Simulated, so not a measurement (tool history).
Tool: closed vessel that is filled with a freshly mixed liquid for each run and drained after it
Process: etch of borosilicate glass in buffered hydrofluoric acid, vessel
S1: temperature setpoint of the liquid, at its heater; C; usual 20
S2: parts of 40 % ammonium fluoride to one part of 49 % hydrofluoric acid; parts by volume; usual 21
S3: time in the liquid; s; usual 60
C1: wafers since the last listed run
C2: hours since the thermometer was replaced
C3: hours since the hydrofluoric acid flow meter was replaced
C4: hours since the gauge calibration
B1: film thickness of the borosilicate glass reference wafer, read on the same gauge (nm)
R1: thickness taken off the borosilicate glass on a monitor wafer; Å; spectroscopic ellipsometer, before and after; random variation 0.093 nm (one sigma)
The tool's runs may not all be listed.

run	hour	S1	S2	S3	C1	C2	C3	C4	B1	R1
1	0	20	24	60	0	128.7	499.7	722.9	120	269.7
# hour 148.9: hydrofluoric acid flow meter replaced
2	208.4	20	21	60	22741	337.1	59.5	931.3	120.03	298.6
3	264.2	20	21	60	6118	392.9	115.3	987.1	119.99	299.9
4	328.6	20	21	60	7061	457.3	179.7	1051.5	120.04	299.6
# hour 335.2: thermometer replaced
5	384.8	20	21	60	6052	49.6	235.9	1107.7	120.01	297.1
6	417.6	23.5	21	45	3596	82.4	268.7	1140.5	119.98	270.1
7	466.2	20	21	60	5329	131	317.3	1189.1	120	297.8
8	492.5	20	21	60	2883	157.3	343.6	1215.4	119.98	297.6
# hour 543.1: gauge calibrated
9	555.2	20	21	60	6875	220	406.3	12.1	120.04	297.3
10	598	20	21	60	4693	262.8	449.1	54.9	120.01	296
11	639.6	20	21	60	4561	304.4	490.7	96.5	119.99	296.6
# hour 649: hydrofluoric acid flow meter replaced
12	673.1	20	21	60	3563	337.9	24.1	130	120.01	291.5
13	731.2	20	21	60	6370	396	82.2	188.1	119.98	292.2
14	787.6	22	21	60	6184	452.4	138.6	244.5	120	324
# hour 814.2: thermometer replaced
15	843.8	24	21	80	6052	29.6	194.8	300.7	120	481.3
# hour 845.4: hydrofluoric acid flow meter replaced, repeated, since the last time left the tool worse
16	883.9	23.5	15.5	95	4287	69.7	38.5	340.8	120.02	761.1
17	950.1	18.5	28.5	50	7258	135.9	104.7	407	120.01	185.5
18	1014.5	17	21	95	7061	200.3	169.1	471.4	119.99	400.1
19	1055.2	22	21	95	4462	241	209.8	512.1	120.02	527.7
20	1092.3	18.5	24	60	4068	278.1	246.9	549.2	119.99	249.6
21	1135.6	20	21	60	4747	321.4	290.2	592.5	120	297.7
22	1205.6	20	21	60	7675	391.4	360.2	662.5	119.99	297
23	1253.7	23.5	21	45	5274	439.5	408.3	710.6	119.98	269
24	1322.8	20	21	60	7576	508.6	477.4	779.7	120.01	296.2
# hour 1330.8: thermometer replaced
# hour 1337: hydrofluoric acid flow meter replaced
25	1385.1	17	21	60	6612	54.3	48.1	842	120.02	254
26	1426	20	16.5	50	4484	95.2	89	882.9	119.99	310
27	1469.1	20	14	30	4725	138.3	132.1	926	120.01	220.1
28	1514.7	22.5	28.5	40	5000	183.9	177.7	971.6	119.99	185.2
29	1575.4	20	21	45	6655	244.6	238.4	1032.3	120	222.6

Forecast each of these 4 alternatives for the next run:
A	1576.1	20	21	60	76	245.3	239.1	1033	?	?
B	1576.1	20	21	50	76	245.3	239.1	1033	?	?
C	1576.1	20	21	35	76	245.3	239.1	1033	?	?
D	1576.1	17.5	16.5	90	76	245.3	239.1	1033	?	?

run	B1	R1
A	120.01	297.6
B	120.01	248
C	120.01	173.6
D	120.01	485.4
Without the tool's hidden state the same runs would have given:
run	R1
A	299.5
B	249.5
C	174.7
D	489.8
